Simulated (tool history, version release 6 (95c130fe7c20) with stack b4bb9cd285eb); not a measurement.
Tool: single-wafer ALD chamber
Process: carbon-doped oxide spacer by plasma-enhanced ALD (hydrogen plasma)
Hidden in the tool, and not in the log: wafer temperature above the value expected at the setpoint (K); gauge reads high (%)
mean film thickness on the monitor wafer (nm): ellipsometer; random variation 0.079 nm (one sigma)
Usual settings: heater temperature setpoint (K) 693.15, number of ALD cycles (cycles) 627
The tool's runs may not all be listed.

run   hour  heater temperature setpoint (K)  number of ALD cycles (cycles)  wafers since the last listed run  hours since the last thermocouple change  hours since the gauge calibration  read-back reference wafer on the same gauge, thickness_nm  mean film thickness on the monitor wafer (nm)
  1      0                           693.15                            627                                 0                                    2018.1                              234.3                                                     26.012                                         31.772
  2   33.6                           693.15                            627                                12                                    2051.7                              267.9                                                     25.999                                         31.787
  3    103                           693.15                            627                                25                                    2121.1                              337.3                                                     26.019                                         31.801
  4    138                           693.15                            627                                12                                    2156.1                              372.3                                                     26.005                                         31.746
  5  153.3                           693.15                            627                                 5                                    2171.4                              387.6                                                     26.022                                           31.8
       165  -- gauge calibrated
  6  171.9                           693.15                            627                                 6                                      2190                                6.9                                                     25.996                                         31.709
  7  192.1                           693.15                            627                                 7                                    2210.2                               27.1                                                     25.996                                         31.742
  8  215.8                           693.15                            627                                 8                                    2233.9                               50.8                                                     25.996                                         31.863
  9  246.3                           693.15                            627                                11                                    2264.4                               81.3                                                     26.014                                         31.657
 10    260                           700.15                            586                                 5                                    2278.1                                 95                                                     26.021                                         28.958
     271.2  -- thermocouple changed; heater temperature recalibrated
 11  290.3                           703.15                            532                                 8                                      19.1                              125.3                                                     26.012                                         26.083
 12  312.9                           682.15                            540                                 8                                      41.7                              147.9                                                     26.017                                         28.559
 13  330.6                           687.15                            517                                 6                                      59.4                              165.6                                                     26.007                                         26.828
 14  355.2                           681.15                            506                                 9                                        84                              190.2                                                     25.987                                          26.73
 15  383.8                           693.15                            627                                10                                     112.6                              218.8                                                     25.983                                         31.642
 16  411.7                           700.15                            676                                10                                     140.5                              246.7                                                      26.02                                         33.462
 17  428.9                           693.15                            545                                 6                                     157.7                              263.9                                                     25.988                                         27.683
 18  453.2                           693.15                            627                                 8                                       182                              288.2                                                     26.001                                         31.738

Forecast each of these 3 alternatives for the next run:
  A  454.6                           702.15                            627                                 0                                     183.4                              289.6                                                          ?                                              ?
  B  454.6                           707.15                            526                                 0                                     183.4                              289.6                                                          ?                                              ?
  C  454.6                           683.15                            627                                 0                                     183.4                              289.6                                                          ?                                              ?

run  read-back reference wafer on the same gauge, thickness_nm  mean film thickness on the monitor wafer (nm)
  A                                                     26.006                                         30.671
  B                                                     26.006                                         25.246
  C                                                     26.006                                         32.863
Without the tool's hidden state the same runs would have given:
run  mean film thickness on the monitor wafer (nm)
  A                                         30.671
  B                                         25.246
  C                                         32.863
